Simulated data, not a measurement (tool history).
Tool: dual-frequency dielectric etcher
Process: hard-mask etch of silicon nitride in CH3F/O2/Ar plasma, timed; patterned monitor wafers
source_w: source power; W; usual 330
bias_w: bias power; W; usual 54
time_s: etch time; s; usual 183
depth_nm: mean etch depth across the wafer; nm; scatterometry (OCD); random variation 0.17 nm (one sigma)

run,hour,source_w,bias_w,time_s,wafers since the last listed run,hours since the last wet clean,hours since the last source power generator calibration,hours since the last bias power generator calibration,hours since the last upper electrode change,hours since the gauge calibration,"read-back reference wafer on the same gauge, depth_nm",depth_nm
1,0,330,59,183,0,137.3,3699,3953.1,3262.8,240.4,112,118
2,18.4,330,54,183,148,155.7,3717.4,3971.5,3281.2,258.8,112,115.1
3,40,330,54,183,174,177.3,3739,3993.1,3302.8,280.4,112,115.3
4,71,330,54,183,250,208.3,3770,4024.1,3333.8,311.4,112.1,115
5,93.9,330,46,163,185,231.2,3792.9,4047,3356.7,334.3,112,98.5
6,122.7,330,46,163,233,260,3821.7,4075.8,3385.5,363.1,112,98.6
7,135.1,310,54,183,100,272.4,3834.1,4088.2,3397.9,375.5,112,111.6
8,155.6,310,54,183,165,292.9,3854.6,4108.7,3418.4,396,112,111.4
# hour 174.1: source power generator calibrated
9,187.1,310,54,183,222,324.4,13,4140.2,3449.9,427.5,112,111.4
10,206.6,330,54,183,157,343.9,32.5,4159.7,3469.4,447,111.9,114.3
11,221.2,330,54,183,118,358.5,47.1,4174.3,3484,461.6,112,114.1
12,253.9,270,44,183,264,391.2,79.8,4207,3516.7,494.3,112,98.9
# hour 283: upper electrode replaced
13,283.5,330,54,183,45,420.8,109.4,4236.6,0.5,523.9,112,113.7
14,306.7,330,54,183,187,444,132.6,4259.8,23.7,547.1,112,113.8
# hour 344.2: wet clean of the chamber
15,375.1,330,48,220,359,30.9,201,4328.2,92.1,615.5,112,135.2
16,391,290,65,167.5,128,46.8,216.9,4344.1,108,631.4,112,104.7
# hour 404.7: bias power generator calibrated
# hour 404.8: gauge calibrated
17,426.6,330,54,183,255,82.4,252.5,21.9,143.6,21.8,111.9,115.2
18,445.3,260,49,230,151,101.1,271.2,40.6,162.3,40.5,112,126.6
19,472.9,370,54,143.5,223,128.7,298.8,68.2,189.9,68.1,112,95
20,499.6,310,54,212.5,216,155.4,325.5,94.9,216.6,94.8,112.1,129.8
21,521,330,46,163,173,176.8,346.9,116.3,238,116.2,112,98.5
22,539.1,380,68,153.5,146,194.9,365,134.4,256.1,134.3,112,108.7
23,551.3,300,54,183,98,207.1,377.2,146.6,268.3,146.5,112.1,109.9

The same runs without the tool's hidden state, with the same run-to-run variation:
The hidden state here: etch rate over this chamber's usual, %; source power that arrives over what is set, %; bias power that arrives over what is set, %; gauge reads high (%).
run,depth_nm
1,118.6
2,115.8
3,116
4,115.9
5,99.3
6,99.5
7,112.8
8,112.7
9,112.8
10,115.8
11,115.7
12,100.3
13,115.6
14,115.7
15,135.4
16,104.9
17,115.6
18,127.2
19,95.6
20,130.7
21,99.3
22,109.6
23,110.9

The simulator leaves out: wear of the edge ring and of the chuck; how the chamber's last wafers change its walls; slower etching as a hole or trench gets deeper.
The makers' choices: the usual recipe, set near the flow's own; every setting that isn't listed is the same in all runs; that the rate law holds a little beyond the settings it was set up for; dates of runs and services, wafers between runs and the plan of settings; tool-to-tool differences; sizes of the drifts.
